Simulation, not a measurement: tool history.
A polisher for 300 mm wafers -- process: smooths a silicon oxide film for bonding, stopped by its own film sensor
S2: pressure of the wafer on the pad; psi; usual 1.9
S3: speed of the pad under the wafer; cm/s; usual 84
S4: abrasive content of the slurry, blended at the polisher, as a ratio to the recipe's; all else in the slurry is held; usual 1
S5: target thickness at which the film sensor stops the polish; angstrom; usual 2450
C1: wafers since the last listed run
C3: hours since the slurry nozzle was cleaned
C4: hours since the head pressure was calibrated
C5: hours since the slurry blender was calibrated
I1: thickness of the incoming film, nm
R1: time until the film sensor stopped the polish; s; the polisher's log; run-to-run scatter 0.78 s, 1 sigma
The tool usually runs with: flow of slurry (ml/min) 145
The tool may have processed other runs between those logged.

run 1 hour=0 | flow_of_slurry_(ml/min)=145 S2=1.9 S3=84 S4=1.1 S5=2450 | C1=0 wafers_polished_on_this_pad=1190 C3=515 C4=833.6 C5=227.2 | I1=284.8 | R1=72.9
run 2 hour=14.5 | flow_of_slurry_(ml/min)=145 S2=1.9 S3=84 S4=1.1 S5=2450 | C1=121 wafers_polished_on_this_pad=1311 C3=529.5 C4=848.1 C5=241.7 | I1=275.5 | R1=55
run 3 hour=39.3 | flow_of_slurry_(ml/min)=145 S2=1.9 S3=84 S4=1 S5=2450 | C1=207 wafers_polished_on_this_pad=1518 C3=554.3 C4=872.9 C5=266.5 | I1=280.8 | R1=67.6
run 4 hour=57.8 | flow_of_slurry_(ml/min)=145 S2=1.9 S3=84 S4=0.85 S5=2450 | C1=154 wafers_polished_on_this_pad=1673 C3=572.8 C4=891.4 C5=285 | I1=279.8 | R1=69.7
run 5 hour=77.3 | flow_of_slurry_(ml/min)=145 S2=1.9 S3=84 S4=0.85 S5=2450 | C1=163 wafers_polished_on_this_pad=1836 C3=592.3 C4=910.9 C5=304.5 | I1=275.8 | R1=62.3
-- hour=103.5 worn pad replaced by a new one
run 6 hour=108.8 | flow_of_slurry_(ml/min)=145 S2=1.9 S3=92 S4=1 S5=2520 | C1=230 wafers_polished_on_this_pad=44 C3=623.8 C4=942.4 C5=336 | I1=279.2 | R1=47
-- hour=136.1 slurry nozzle cleaned
run 7 hour=136.6 | flow_of_slurry_(ml/min)=145 S2=1.9 S3=92 S4=1 S5=2520 | C1=224 wafers_polished_on_this_pad=268 C3=0.5 C4=970.2 C5=363.8 | I1=279.8 | R1=48.3
-- hour=145.5 slurry blender recalibrated
run 8 hour=152 | flow_of_slurry_(ml/min)=145 S2=1.9 S3=84 S4=1 S5=2450 | C1=112 wafers_polished_on_this_pad=380 C3=15.9 C4=985.6 C5=6.5 | I1=280.3 | R1=64.9
run 9 hour=175 | flow_of_slurry_(ml/min)=145 S2=1.9 S3=108 S4=1.2 S5=2490 | C1=192 wafers_polished_on_this_pad=573 C3=38.9 C4=1008.6 C5=29.5 | I1=281.5 | R1=46.9
run 10 hour=205.8 | flow_of_slurry_(ml/min)=145 S2=1.9 S3=84 S4=1 S5=2490 | C1=257 wafers_polished_on_this_pad=830 C3=69.7 C4=1039.4 C5=60.3 | I1=282.7 | R1=61.1
run 11 hour=218.5 | flow_of_slurry_(ml/min)=145 S2=2.5 S3=68 S4=1 S5=2550 | C1=106 wafers_polished_on_this_pad=937 C3=82.4 C4=1052.1 C5=73 | I1=274.8 | R1=32.4
run 12 hour=312.8 | flow_of_slurry_(ml/min)=105 S2=1.9 S3=72 S4=1 S5=2450 | C1=788 wafers_polished_on_this_pad=1725 C3=176.7 C4=1146.4 C5=167.3 | I1=275.6 | R1=65.7
run 13 hour=341.7 | flow_of_slurry_(ml/min)=145 S2=1.3 S3=84 S4=1 S5=2450 | C1=241 wafers_polished_on_this_pad=1967 C3=205.6 C4=1175.3 C5=196.2 | I1=278.7 | R1=89.6
-- hour=366.4 worn pad replaced by a new one
run 14 hour=367.3 | flow_of_slurry_(ml/min)=145 S2=1.9 S3=84 S4=1 S5=2450 | C1=180 wafers_polished_on_this_pad=7 C3=231.2 C4=1200.9 C5=221.8 | I1=281.3 | R1=66.3
-- hour=377.3 head pressure recalibrated
run 15 hour=388.6 | flow_of_slurry_(ml/min)=145 S2=1.9 S3=70 S4=1 S5=2450 | C1=161 wafers_polished_on_this_pad=169 C3=252.5 C4=11.3 C5=243.1 | I1=283.3 | R1=89.7
-- hour=439.2 slurry blender recalibrated
run 16 hour=473.5 | flow_of_slurry_(ml/min)=145 S2=1.4 S3=68 S4=0.75 S5=2450 | C1=693 wafers_polished_on_this_pad=862 C3=337.4 C4=96.2 C5=34.3 | I1=276.5 | R1=118
run 17 hour=502.8 | flow_of_slurry_(ml/min)=145 S2=1.2 S3=84 S4=0.75 S5=2450 | C1=245 wafers_polished_on_this_pad=1107 C3=366.7 C4=125.5 C5=63.6 | I1=277.5 | R1=119.8
run 18 hour=531.2 | flow_of_slurry_(ml/min)=105 S2=2.4 S3=84 S4=1.25 S5=2450 | C1=237 wafers_polished_on_this_pad=1345 C3=395.1 C4=153.9 C5=92 | I1=280.3 | R1=54.1
run 19 hour=566.5 | flow_of_slurry_(ml/min)=175 S2=1.9 S3=84 S4=0.8 S5=2450 | C1=295 wafers_polished_on_this_pad=1640 C3=430.4 C4=189.2 C5=127.3 | I1=279.1 | R1=73.6
-- hour=587 worn pad replaced by a new one
run 20 hour=597.7 | flow_of_slurry_(ml/min)=145 S2=1.9 S3=102 S4=1 S5=2450 | C1=227 wafers_polished_on_this_pad=89 C3=461.6 C4=220.4 C5=158.5 | I1=280.2 | R1=61.4
run 21 hour=629.7 | flow_of_slurry_(ml/min)=145 S2=1.9 S3=84 S4=0.7 S5=2410 | C1=267 wafers_polished_on_this_pad=357 C3=493.6 C4=252.4 C5=190.5 | I1=276.6 | R1=84.2
run 22 hour=663.2 | flow_of_slurry_(ml/min)=125 S2=2.4 S3=84 S4=1 S5=2450 | C1=280 wafers_polished_on_this_pad=637 C3=527.1 C4=285.9 C5=224 | I1=277.2 | R1=52.2
run 23 hour=679.4 | flow_of_slurry_(ml/min)=145 S2=1.4 S3=110 S4=1 S5=2450 | C1=135 wafers_polished_on_this_pad=772 C3=543.3 C4=302.1 C5=240.2 | I1=280.4 | R1=79.8
-- hour=695.4 slurry nozzle cleaned
run 24 hour=701.7 | flow_of_slurry_(ml/min)=145 S2=1.9 S3=102 S4=1 S5=2450 | C1=178 wafers_polished_on_this_pad=951 C3=6.3 C4=324.4 C5=262.5 | I1=283.7 | R1=67.3
run 25 hour=731.8 | flow_of_slurry_(ml/min)=145 S2=1.9 S3=84 S4=1 S5=2450 | C1=251 wafers_polished_on_this_pad=1202 C3=36.4 C4=354.5 C5=292.6 | I1=281.8 | R1=74.2
run 26 hour=745 | flow_of_slurry_(ml/min)=145 S2=1.9 S3=62 S4=1 S5=2450 | C1=110 wafers_polished_on_this_pad=1313 C3=49.6 C4=367.7 C5=305.8 | I1=279.3 | R1=84.6
run 27 hour=765.8 | flow_of_slurry_(ml/min)=145 S2=2.1 S3=56 S4=1.1 S5=2450 | C1=173 wafers_polished_on_this_pad=1487 C3=70.4 C4=388.5 C5=326.6 | I1=282.3 | R1=87.2
run 28 hour=788.6 | flow_of_slurry_(ml/min)=145 S2=1.9 S3=84 S4=1.15 S5=2450 | C1=190 wafers_polished_on_this_pad=1677 C3=93.2 C4=411.3 C5=349.4 | I1=278.8 | R1=62.2
-- hour=812 slurry blender recalibrated
-- hour=818.9 worn pad replaced by a new one
run 29 hour=819.4 | flow_of_slurry_(ml/min)=145 S2=1.9 S3=84 S4=1 S5=2450 | C1=207 wafers_polished_on_this_pad=4 C3=124 C4=442.1 C5=7.4 | I1=281.7 | R1=72.1
run 30 hour=846.7 | flow_of_slurry_(ml/min)=145 S2=2.6 S3=84 S4=1 S5=2450 | C1=228 wafers_polished_on_this_pad=232 C3=151.3 C4=469.4 C5=34.7 | I1=278.9 | R1=48.9

Hidden state at the last listed run before each entry between runs and at the first one after, where it differs:
Logged between run 5 and run 6: worn pad replaced by a new one (hour 103.5)
  deviation of the head's pressure from its setpoint, %: 11.5 -> 11.9
  the result without the hidden state subtracted from the measured one, R1: -7.2 -> -5.5 s
Logged between run 6 and run 7: slurry nozzle cleaned (hour 136.1)
  deviation of the head's pressure from its setpoint, %: 11.9 -> 12.1
  the result without the hidden state subtracted from the measured one, R1: -5.5 -> -5.9 s
Logged between run 7 and run 8: slurry blender recalibrated (hour 145.5)
  deviation of the head's pressure from its setpoint, %: 12.1 -> 12.3
  the result without the hidden state subtracted from the measured one, R1: -5.9 -> -8 s
Logged between run 13 and run 14: worn pad replaced by a new one (hour 366.4)
  deviation of the head's pressure from its setpoint, %: 14.2 -> 14.4
  the result without the hidden state subtracted from the measured one, R1: -12.7 -> -9.5 s
Logged between run 14 and run 15: head pressure recalibrated (hour 377.3)
  deviation of the head's pressure from its setpoint, %: 14.4 -> 0.901
  the result without the hidden state subtracted from the measured one, R1: -9.5 -> -0.8 s
Logged between run 15 and run 16: slurry blender recalibrated (hour 439.2)
  deviation of the head's pressure from its setpoint, %: 0.901 -> 1.74
  the result without the hidden state subtracted from the measured one, R1: -0.8 -> -2 s
Logged between run 19 and run 20: worn pad replaced by a new one (hour 587)
  deviation of the head's pressure from its setpoint, %: 2.66 -> 2.97
  the result without the hidden state subtracted from the measured one, R1: -2 -> -1.8 s
Logged between run 23 and run 24: slurry nozzle cleaned (hour 695.4)
  deviation of the head's pressure from its setpoint, %: 3.77 -> 3.99
  the result without the hidden state subtracted from the measured one, R1: -3 -> -2.7 s
Logged between run 28 and run 29: slurry blender recalibrated (hour 812); worn pad replaced by a new one (hour 818.9)
  deviation of the head's pressure from its setpoint, %: 4.85 -> 5.16
  the result without the hidden state subtracted from the measured one, R1: -3 -> -3.7 s
